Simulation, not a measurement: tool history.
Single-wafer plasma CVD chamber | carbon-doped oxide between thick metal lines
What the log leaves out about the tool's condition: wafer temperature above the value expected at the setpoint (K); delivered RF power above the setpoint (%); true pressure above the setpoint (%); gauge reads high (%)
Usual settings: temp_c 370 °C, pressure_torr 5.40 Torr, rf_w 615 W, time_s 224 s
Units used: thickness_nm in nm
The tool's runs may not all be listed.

run,hour,temp_c,pressure_torr,rf_w,time_s,wafers since the last listed run,hours since the last thermocouple change,hours since the last RF generator calibration,hours since the last manometer calibration,hours since the showerhead was replaced,hours since the gauge calibration,"read-back reference wafer on the same gauge, thickness_nm",thickness_nm
1,0.0,370,5.40,615,224,0,1089.8,604.6,1888.2,6784.2,287.4,1049.838,1196.868
2,19.9,370,5.40,615,224,160,1109.7,624.5,1908.1,6804.1,307.3,1050.069,1197.124
3,54.5,370,5.40,555,224,279,1144.3,659.1,1942.7,6838.7,341.9,1050.107,1119.701
4,68.3,370,5.40,555,224,111,1158.1,672.9,1956.5,6852.5,355.7,1049.599,1119.405
5,86.4,370,5.40,555,224,146,1176.2,691.0,1974.6,6870.6,373.8,1050.168,1117.941
6,111.3,370,5.40,615,224,201,1201.1,715.9,1999.5,6895.5,398.7,1049.963,1193.523
7,127.5,370,5.40,615,224,130,1217.3,732.1,2015.7,6911.7,414.9,1049.978,1192.125
8,173.3,370,5.40,615,224,369,1263.1,777.9,2061.5,6957.5,460.7,1049.977,1194.028
9,200.6,370,5.40,615,224,220,1290.4,805.2,2088.8,6984.8,488.0,1050.416,1189.261
10,216.2,370,5.40,615,205,125,1306.0,820.8,2104.4,7000.4,503.6,1049.903,1087.558
11,250.9,370,5.40,615,224,280,1340.7,855.5,2139.1,7035.1,538.3,1049.677,1190.020
# hour 254.6: gauge calibrated
12,280.5,370,5.40,615,242,238,1370.3,885.1,2168.7,7064.7,25.9,1049.738,1285.270
# hour 291.4: capacitance manometer re-zeroed and calibrated
13,297.9,378,5.78,575,261,75,1387.7,902.5,6.5,7082.1,43.3,1050.282,1314.241
# hour 317.6: RF generator calibrated
# hour 348.9: thermocouple changed; heater temperature recalibrated
14,361.3,370,5.40,615,224,382,12.4,43.7,69.9,7145.5,106.7,1050.187,1203.553
# hour 372.1: showerhead replaced
15,392.9,370,5.40,615,224,190,44.0,75.3,101.5,20.8,138.3,1049.489,1205.661
16,422.0,370,5.40,615,224,234,73.1,104.4,130.6,49.9,167.4,1050.073,1201.670
17,445.1,378,6.22,500,209,186,96.2,127.5,153.7,73.0,190.5,1049.669,979.885
18,470.4,377,6.29,555,257,204,121.5,152.8,179.0,98.3,215.8,1049.806,1297.890
19,487.9,360,6.05,705,224,141,139.0,170.3,196.5,115.8,233.3,1050.280,1353.620
20,507.2,374,5.40,615,224,155,158.3,189.6,215.8,135.1,252.6,1050.121,1192.567
21,529.9,356,6.75,730,245,183,181.0,212.3,238.5,157.8,275.3,1050.126,1538.373
22,562.2,385,5.40,615,224,260,213.3,244.6,270.8,190.1,307.6,1050.497,1172.703

Here are 4 independent what-if runs from the current tool condition. What would each one return?
A,562.7,370,4.98,615,224,4,213.8,245.1,271.3,190.6,308.1,?,?
B,562.7,361,5.40,615,224,4,213.8,245.1,271.3,190.6,308.1,?,?
C,562.7,370,4.25,615,224,4,213.8,245.1,271.3,190.6,308.1,?,?
D,562.7,370,4.65,615,224,4,213.8,245.1,271.3,190.6,308.1,?,?

run,"read-back reference wafer on the same gauge, thickness_nm",thickness_nm
A,1049.936,1189.107
B,1049.936,1222.536
C,1049.936,1165.732
D,1049.936,1178.777
Without the tool's hidden state the same runs would have given:
run,thickness_nm
A,1192.531
B,1226.056
C,1169.088
D,1182.171
